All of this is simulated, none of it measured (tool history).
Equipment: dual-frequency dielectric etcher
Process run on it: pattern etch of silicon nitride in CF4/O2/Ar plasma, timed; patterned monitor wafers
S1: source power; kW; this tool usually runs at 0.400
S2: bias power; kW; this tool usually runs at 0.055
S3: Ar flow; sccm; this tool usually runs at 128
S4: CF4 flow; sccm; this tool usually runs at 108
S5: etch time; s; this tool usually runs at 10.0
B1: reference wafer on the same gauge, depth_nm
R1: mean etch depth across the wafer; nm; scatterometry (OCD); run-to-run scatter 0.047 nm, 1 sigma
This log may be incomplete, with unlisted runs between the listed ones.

run	day	S1	S2	S3	S4	S5	B1	R1
1	0.000	0.400	0.055	128	108	10.0	13.00	15.26
2	1.742	0.400	0.055	128	108	10.0	13.01	15.30
3	4.317	0.460	0.055	128	108	10.0	13.00	17.12
4	5.879	0.460	0.055	128	108	10.0	13.01	17.25
# day 8.000: upper electrode replaced
5	8.021	0.460	0.055	128	108	10.0	13.00	17.24
6	10.400	0.400	0.055	128	108	10.0	13.00	15.17
# day 11.075: bias power generator calibrated
# day 12.129: gauge calibrated
# day 12.621: wet clean of the chamber
7	12.642	0.400	0.055	128	108	10.0	13.01	15.19
8	15.267	0.400	0.055	128	121	10.0	13.00	15.39
9	17.850	0.490	0.055	128	94	7.5	12.99	13.28
# day 19.233: source power generator calibrated
10	19.254	0.350	0.068	153	108	10.0	13.00	15.20
11	20.988	0.470	0.055	159	119	10.0	13.01	18.03
# day 22.279: CF4 flow controller replaced
12	23.083	0.400	0.055	128	108	10.0	13.00	15.72
13	25.262	0.400	0.055	103	121	10.0	12.99	16.36
# day 26.646: Ar flow controller replaced
14	28.204	0.400	0.055	128	108	10.0	13.00	15.75
15	30.167	0.360	0.055	128	108	10.0	12.99	14.35
# day 31.471: wet clean of the chamber
16	31.796	0.400	0.051	116	116	8.0	13.00	12.46
17	37.442	0.400	0.055	128	108	10.0	13.00	15.66
18	40.283	0.400	0.055	128	121	10.0	13.01	15.87
19	42.733	0.400	0.042	147	108	8.5	13.00	11.53
20	44.962	0.330	0.062	128	108	10.0	13.00	13.93
21	47.229	0.400	0.061	151	108	11.0	13.00	17.64

Here are 4 independent what-if runs from the current tool condition. What would each one return?
A	47.246	0.400	0.055	128	108	7.5	?	?
B	47.246	0.400	0.055	128	123	10.0	?	?
C	47.246	0.490	0.045	128	116	8.5	?	?
D	47.246	0.360	0.044	128	108	10.0	?	?

run	B1	R1
A	13.00	11.73
B	13.00	15.93
C	13.00	14.72
D	13.00	12.91
With the hidden condition removed and each run's random variation left untouched, the same runs would have given:
run	R1
A	11.91
B	16.18
C	14.95
D	13.12
